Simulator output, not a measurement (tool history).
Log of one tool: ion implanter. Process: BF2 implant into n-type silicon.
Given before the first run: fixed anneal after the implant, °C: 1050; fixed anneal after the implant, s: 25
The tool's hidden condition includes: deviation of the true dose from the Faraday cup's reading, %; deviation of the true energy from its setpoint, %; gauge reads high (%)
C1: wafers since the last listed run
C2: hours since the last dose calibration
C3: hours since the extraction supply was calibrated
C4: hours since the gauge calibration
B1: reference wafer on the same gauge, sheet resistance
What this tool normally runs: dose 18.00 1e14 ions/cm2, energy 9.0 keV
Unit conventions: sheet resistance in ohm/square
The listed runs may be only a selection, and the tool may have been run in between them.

{"run": 1, "day": 0.0, "dose": 18.0, "energy": 9.0, "C1": 0, "C2": 1089.9, "C3": 2252.9, "C4": 140.6, "B1": 121.99, "sheet resistance": 139.02}
{"day": 1.112, "done": "gauge calibrated"}
{"run": 2, "day": 1.212, "dose": 18.0, "energy": 9.0, "C1": 594, "C2": 1119.0, "C3": 2282.0, "C4": 2.4, "B1": 121.0, "sheet resistance": 138.43}
{"run": 3, "day": 1.467, "dose": 19.48, "energy": 9.0, "C1": 124, "C2": 1125.1, "C3": 2288.1, "C4": 8.5, "B1": 121.07, "sheet resistance": 134.5}
{"run": 4, "day": 2.133, "dose": 19.48, "energy": 9.0, "C1": 326, "C2": 1141.1, "C3": 2304.1, "C4": 24.5, "B1": 121.24, "sheet resistance": 134.84}
{"run": 5, "day": 2.392, "dose": 18.0, "energy": 7.5, "C1": 126, "C2": 1147.3, "C3": 2310.3, "C4": 30.7, "B1": 121.31, "sheet resistance": 142.75}
{"run": 6, "day": 3.054, "dose": 18.0, "energy": 9.0, "C1": 324, "C2": 1163.2, "C3": 2326.2, "C4": 46.6, "B1": 121.39, "sheet resistance": 138.29}
{"day": 3.75, "done": "Faraday cup replaced and dose calibrated"}
{"run": 7, "day": 3.771, "dose": 18.0, "energy": 9.0, "C1": 187, "C2": 0.5, "C3": 2343.4, "C4": 63.8, "B1": 121.54, "sheet resistance": 138.67}
{"run": 8, "day": 4.025, "dose": 18.0, "energy": 9.0, "C1": 124, "C2": 6.6, "C3": 2349.5, "C4": 69.9, "B1": 121.57, "sheet resistance": 138.44}
{"run": 9, "day": 4.712, "dose": 18.0, "energy": 11.5, "C1": 336, "C2": 23.1, "C3": 2366.0, "C4": 86.4, "B1": 121.63, "sheet resistance": 132.19}
{"run": 10, "day": 5.417, "dose": 18.0, "energy": 9.0, "C1": 345, "C2": 40.0, "C3": 2382.9, "C4": 103.3, "B1": 121.68, "sheet resistance": 138.74}
{"day": 6.008, "done": "extraction supply calibrated"}
{"run": 11, "day": 6.029, "dose": 21.07, "energy": 10.0, "C1": 136, "C2": 54.7, "C3": 0.5, "C4": 118.0, "B1": 121.71, "sheet resistance": 129.81}
{"run": 12, "day": 6.133, "dose": 14.88, "energy": 7.5, "C1": 51, "C2": 57.2, "C3": 3.0, "C4": 120.5, "B1": 121.65, "sheet resistance": 154.12}
{"run": 13, "day": 6.629, "dose": 18.0, "energy": 9.0, "C1": 242, "C2": 69.1, "C3": 14.9, "C4": 132.4, "B1": 121.78, "sheet resistance": 138.83}
{"run": 14, "day": 7.317, "dose": 12.95, "energy": 11.0, "C1": 336, "C2": 85.6, "C3": 31.4, "C4": 148.9, "B1": 121.73, "sheet resistance": 149.95}
{"day": 7.675, "done": "gauge calibrated"}
{"run": 15, "day": 7.733, "dose": 22.15, "energy": 11.0, "C1": 204, "C2": 95.6, "C3": 41.4, "C4": 1.4, "B1": 121.14, "sheet resistance": 125.4}
{"run": 16, "day": 9.812, "dose": 14.32, "energy": 7.0, "C1": 1018, "C2": 145.5, "C3": 91.3, "C4": 51.3, "B1": 121.61, "sheet resistance": 158.99}
{"run": 17, "day": 10.229, "dose": 19.67, "energy": 12.0, "C1": 204, "C2": 155.5, "C3": 101.3, "C4": 61.3, "B1": 121.66, "sheet resistance": 127.42}

Each row is a separate what-if for the run after 17, all from the same tool condition, not one after another. Results?
{"run": "A", "day": 10.246, "dose": 18.0, "energy": 7.0, "C1": 8, "C2": 155.9, "C3": 101.7, "C4": 61.7, "B1": "?", "sheet resistance": "?"}
{"run": "B", "day": 10.246, "dose": 15.09, "energy": 9.0, "C1": 8, "C2": 155.9, "C3": 101.7, "C4": 61.7, "B1": "?", "sheet resistance": "?"}
{"run": "C", "day": 10.246, "dose": 16.1, "energy": 9.0, "C1": 8, "C2": 155.9, "C3": 101.7, "C4": 61.7, "B1": "?", "sheet resistance": "?"}
{"run": "D", "day": 10.246, "dose": 18.0, "energy": 10.0, "C1": 8, "C2": 155.9, "C3": 101.7, "C4": 61.7, "B1": "?", "sheet resistance": "?"}

run=A B1=121.68 sheet_resistance=145.21
run=B B1=121.68 sheet_resistance=147.37
run=C B1=121.68 sheet_resistance=143.89
run=D B1=121.68 sheet_resistance=135.67
The same runs, with their run-to-run variation unchanged, on a tool lacking any hidden condition would have given:
run=A sheet_resistance=144.41
run=B sheet_resistance=146.55
run=C sheet_resistance=143.09
run=D sheet_resistance=134.92
